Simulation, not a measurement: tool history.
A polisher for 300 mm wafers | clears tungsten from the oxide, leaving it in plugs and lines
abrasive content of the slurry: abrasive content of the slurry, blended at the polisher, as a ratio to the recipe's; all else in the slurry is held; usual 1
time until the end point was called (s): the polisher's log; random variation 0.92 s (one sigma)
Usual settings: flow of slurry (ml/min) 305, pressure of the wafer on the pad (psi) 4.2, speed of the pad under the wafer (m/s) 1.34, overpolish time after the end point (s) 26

| run | hour | flow of slurry (ml/min) | pressure of the wafer on the pad (psi) | speed of the pad under the wafer (m/s) | abrasive content of the slurry | overpolish time after the end point (s) | incoming thickness of the incoming film, nm | time until the end point was called (s) |
|---|---|---|---|---|---|---|---|---|
| 1 | 0 | 305 | 4.2 | 1.62 | 1.2 | 26 | 491.7 | 56.2 |
|  | 18.4 | worn pad replaced by a new one |
| 2 | 27.5 | 235 | 4.2 | 1.34 | 1 | 26 | 493.6 | 80 |
|  | 58.4 | slurry tank refilled with fresh slurry and peroxide |
|  | 62.4 | slurry blender recalibrated |
| 3 | 110.7 | 235 | 4.2 | 1.34 | 1 | 26 | 485.9 | 72.6 |
| 4 | 124.8 | 235 | 4.2 | 1.34 | 1 | 26 | 482.4 | 72.4 |
| 5 | 147.1 | 305 | 4.2 | 1.34 | 1 | 26 | 496.2 | 72.4 |
| 6 | 168.9 | 305 | 4.2 | 1.34 | 1 | 26 | 487.1 | 73.8 |
|  | 184.4 | worn pad replaced by a new one |
| 7 | 184.9 | 305 | 4.2 | 1.34 | 1 | 26 | 492 | 77.4 |
|  | 193.5 | slurry blender recalibrated |
|  | 216 | slurry tank refilled with fresh slurry and peroxide |
| 8 | 216.8 | 305 | 4.2 | 1.34 | 1 | 26 | 479.7 | 64.2 |
| 9 | 249.2 | 305 | 4.2 | 1.34 | 1 | 26 | 491.5 | 68.2 |
| 10 | 262.8 | 305 | 4.2 | 1.34 | 1 | 26 | 489.8 | 69 |
| 11 | 278.3 | 305 | 4.2 | 1.34 | 1 | 26 | 485.1 | 69.8 |
| 12 | 291.1 | 305 | 4.2 | 1.16 | 1 | 37 | 493.6 | 81.2 |
| 13 | 324.8 | 235 | 4.2 | 1.34 | 1 | 26 | 493.5 | 79.5 |
|  | 344.3 | slurry blender recalibrated |
|  | 345.1 | worn pad replaced by a new one |
| 14 | 345.6 | 305 | 3 | 1.1 | 1.2 | 12 | 491.4 | 94.4 |
| 15 | 363.4 | 305 | 4.2 | 1.34 | 1 | 26 | 496.2 | 68.6 |
|  | 365.3 | slurry nozzle cleaned |
|  | 376.3 | slurry tank refilled with fresh slurry and peroxide |
|  | 381.2 | head pressure recalibrated |
| 16 | 385.3 | 270 | 4.2 | 1.34 | 1.2 | 34 | 494.6 | 67.9 |
| 17 | 420.6 | 345 | 2.9 | 1.34 | 1 | 26 | 489.4 | 91.8 |
| 18 | 441.5 | 270 | 4.2 | 1.34 | 1 | 26 | 483 | 73.5 |
| 19 | 475 | 305 | 4.8 | 1.02 | 0.9 | 36 | 484.3 | 94.3 |
| 20 | 489.5 | 305 | 5 | 0.9 | 0.75 | 26 | 486.7 | 126.2 |
|  | 491.7 | slurry blender recalibrated |
|  | 502.8 | slurry tank refilled with fresh slurry and peroxide |
|  | 506 | worn pad replaced by a new one |
| 21 | 521 | 305 | 4.2 | 1.34 | 1 | 26 | 492.9 | 68.1 |
| 22 | 555.7 | 305 | 4.2 | 1.34 | 1 | 26 | 491.1 | 69.9 |
| 23 | 574.5 | 305 | 4.2 | 1.54 | 1 | 26 | 493.5 | 61.4 |
| 24 | 586.8 | 255 | 4.2 | 1.34 | 1 | 26 | 490.1 | 73.5 |
| 25 | 599.2 | 210 | 4.2 | 1.34 | 1.1 | 26 | 490 | 73.7 |
| 26 | 622.7 | 270 | 4.9 | 1.7 | 1 | 26 | 493 | 55.1 |
| 27 | 638.1 | 305 | 4.9 | 1.7 | 1 | 26 | 490.4 | 56.8 |

3 ways to go on from here, each from the tool as it stands after run 27. What would each give?
| A | 638.5 | 305 | 4.2 | 1.34 | 1 | 26 | 481.3 | ? |
| B | 638.5 | 305 | 4.2 | 1.72 | 0.8 | 41 | 481.3 | ? |
| C | 638.5 | 305 | 5.2 | 1.8 | 1 | 26 | 481.3 | ? |

| run | time until the end point was called (s) |
|---|---|
| A | 78.6 |
| B | 66.9 |
| C | 50.4 |
Without the tool's hidden state the same runs would have given:
| run | time until the end point was called (s) |
|---|---|
| A | 65.6 |
| B | 56.3 |
| C | 42.1 |

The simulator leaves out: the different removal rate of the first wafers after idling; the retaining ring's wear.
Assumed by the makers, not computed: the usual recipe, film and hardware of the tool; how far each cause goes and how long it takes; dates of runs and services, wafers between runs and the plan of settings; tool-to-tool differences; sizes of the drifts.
